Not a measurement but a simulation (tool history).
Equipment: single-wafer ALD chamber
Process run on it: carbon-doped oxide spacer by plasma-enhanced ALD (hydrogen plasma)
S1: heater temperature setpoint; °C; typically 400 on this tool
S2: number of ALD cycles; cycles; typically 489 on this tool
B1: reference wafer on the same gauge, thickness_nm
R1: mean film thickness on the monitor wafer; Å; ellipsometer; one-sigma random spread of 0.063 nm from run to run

run	day	S1	S2	B1	R1
1	0.000	400	489	19.703	242.11
2	0.579	400	459	19.702	226.46
3	1.888	400	459	19.711	227.81
4	3.179	400	459	19.698	227.11
5	4.329	400	489	19.693	240.69
6	5.104	400	489	19.698	241.59
7	5.708	400	489	19.705	242.76
8	7.083	400	424	19.697	209.37
9	8.475	400	489	19.690	242.17
10	9.012	400	489	19.701	240.48
11	9.725	394	489	19.695	244.03
12	10.808	410	489	19.704	233.97
13	12.154	410	489	19.691	234.25
14	12.796	400	489	19.696	239.66
15	14.088	400	489	19.692	239.76
16	15.108	400	489	19.703	240.92
17	15.688	400	489	19.690	241.04
18	17.088	400	489	19.707	240.99
19	17.596	400	489	19.701	240.28
20	18.217	400	489	19.706	240.52
21	18.958	400	489	19.692	239.58
22	20.088	400	489	19.701	241.20
23	21.275	407	546	19.703	266.55
24	22.192	400	489	19.703	245.16
25	22.821	415	518	19.706	247.34
26	23.325	400	405	19.701	201.73
27	24.075	404	489	19.705	242.17
28	25.533	413	489	19.703	234.21
29	26.500	400	489	19.698	244.31
30	27.167	396	489	19.696	243.48
31	27.671	400	459	19.696	229.49
32	29.112	400	527	19.700	262.39
33	30.554	400	552	19.708	274.59
34	32.008	411	425	19.696	204.13
35	33.038	400	489	19.711	242.28
36	34.025	404	429	19.712	211.23
37	35.329	388	530	19.700	265.14
38	36.208	400	527	19.709	262.13
39	37.688	404	398	19.707	195.51
40	38.983	408	445	19.699	216.02
41	39.704	411	489	19.701	235.21

Not shown here: 2 entries made in the log between runs. Locate each between two listed runs and compare the hidden state at the listed run before it with the hidden state at the listed run after it:
After run 22, before run 23: thermocouple changed; heater temperature recalibrated (day 21.104)
  wafer temperature above the value expected at the setpoint (K): 5.55 -> 0.0586
  measured less the result without the state, R1: -3.90 -> -0.04 Å
After run 23, before run 24: gauge calibrated (day 21.462)
  wafer temperature above the value expected at the setpoint (K): 0.0586 -> 0.161
  measured less the result without the state, R1: -0.04 -> -0.12 Å
